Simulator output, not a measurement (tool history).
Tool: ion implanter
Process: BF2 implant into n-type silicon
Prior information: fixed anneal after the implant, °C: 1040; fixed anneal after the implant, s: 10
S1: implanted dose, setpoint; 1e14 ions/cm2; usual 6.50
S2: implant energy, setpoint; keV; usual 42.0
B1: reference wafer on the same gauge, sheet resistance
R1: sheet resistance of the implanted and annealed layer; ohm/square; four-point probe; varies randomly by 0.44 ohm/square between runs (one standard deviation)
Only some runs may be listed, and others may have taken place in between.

Run 1, hour 0.0: usual settings but S2 49.0 keV; B1 181.08. Result: R1 180.81 ohm/square.
Run 2, hour 52.8: usual settings but S2 49.0 keV; B1 180.97. Result: R1 180.73 ohm/square.
Run 3, hour 83.0: usual settings but S2 49.0 keV; B1 180.91. Result: R1 179.45 ohm/square.
Run 4, hour 148.3: usual settings; B1 181.10. Result: R1 182.82 ohm/square.
Run 5, hour 197.0: usual settings; B1 181.05. Result: R1 183.17 ohm/square.
Run 6, hour 268.2: usual settings; B1 180.90. Result: R1 182.19 ohm/square.
Run 7, hour 311.6: usual settings but S1 7.89 1e14 ions/cm2; B1 180.96. Result: R1 155.73 ohm/square.
At hour 348.8: extraction supply calibrated.
Run 8, hour 349.3: usual settings but S2 50.0 keV; B1 181.07. Result: R1 179.14 ohm/square.
Run 9, hour 380.2: usual settings but S2 53.0 keV; B1 181.06. Result: R1 177.73 ohm/square.
At hour 411.3: gauge calibrated.
Run 10, hour 426.0: usual settings but S1 8.33 1e14 ions/cm2; B1 181.01. Result: R1 148.66 ohm/square.
At hour 455.3: Faraday cup replaced and dose calibrated.
Run 11, hour 475.5: usual settings but S1 8.33 1e14 ions/cm2; B1 181.17. Result: R1 152.84 ohm/square.
Run 12, hour 510.1: usual settings but S1 7.85 1e14 ions/cm2, S2 33.0 keV; B1 180.95. Result: R1 167.08 ohm/square.
Run 13, hour 540.1: usual settings but S1 5.51 1e14 ions/cm2; B1 181.06. Result: R1 215.20 ohm/square.
Run 14, hour 596.1: usual settings; B1 180.97. Result: R1 186.88 ohm/square.
Run 15, hour 666.0: usual settings but S1 5.90 1e14 ions/cm2, S2 54.0 keV; B1 181.02. Result: R1 199.70 ohm/square.
Run 16, hour 722.6: usual settings but S1 5.28 1e14 ions/cm2, S2 33.0 keV; B1 181.09. Result: R1 229.00 ohm/square.
Run 17, hour 776.7: usual settings but S1 5.76 1e14 ions/cm2; B1 180.87. Result: R1 207.87 ohm/square.

Branching from run 17: 5 alternative next runs. What would each branch give?
Run A, hour 777.1: usual settings but S1 4.75 1e14 ions/cm2; B1 ?. Result: R1 ?.
Run B, hour 777.1: usual settings but S1 8.14 1e14 ions/cm2, S2 31.0 keV; B1 ?. Result: R1 ?.
Run C, hour 777.1: usual settings but S1 6.00 1e14 ions/cm2, S2 34.5 keV; B1 ?. Result: R1 ?.
Run D, hour 777.1: usual settings but S2 29.0 keV; B1 ?. Result: R1 ?.
Run E, hour 777.1: usual settings but S1 5.30 1e14 ions/cm2, S2 28.0 keV; B1 ?. Result: R1 ?.

run      B1      R1
  A  181.09  244.13
  B  181.09  165.46
  C  181.09  204.67
  D  181.09  197.34
  E  181.09  232.75
What these runs would have given with no unlogged condition in the tool:
run      R1
  A  245.80
  B  166.37
  C  206.01
  D  198.54
  E  234.26

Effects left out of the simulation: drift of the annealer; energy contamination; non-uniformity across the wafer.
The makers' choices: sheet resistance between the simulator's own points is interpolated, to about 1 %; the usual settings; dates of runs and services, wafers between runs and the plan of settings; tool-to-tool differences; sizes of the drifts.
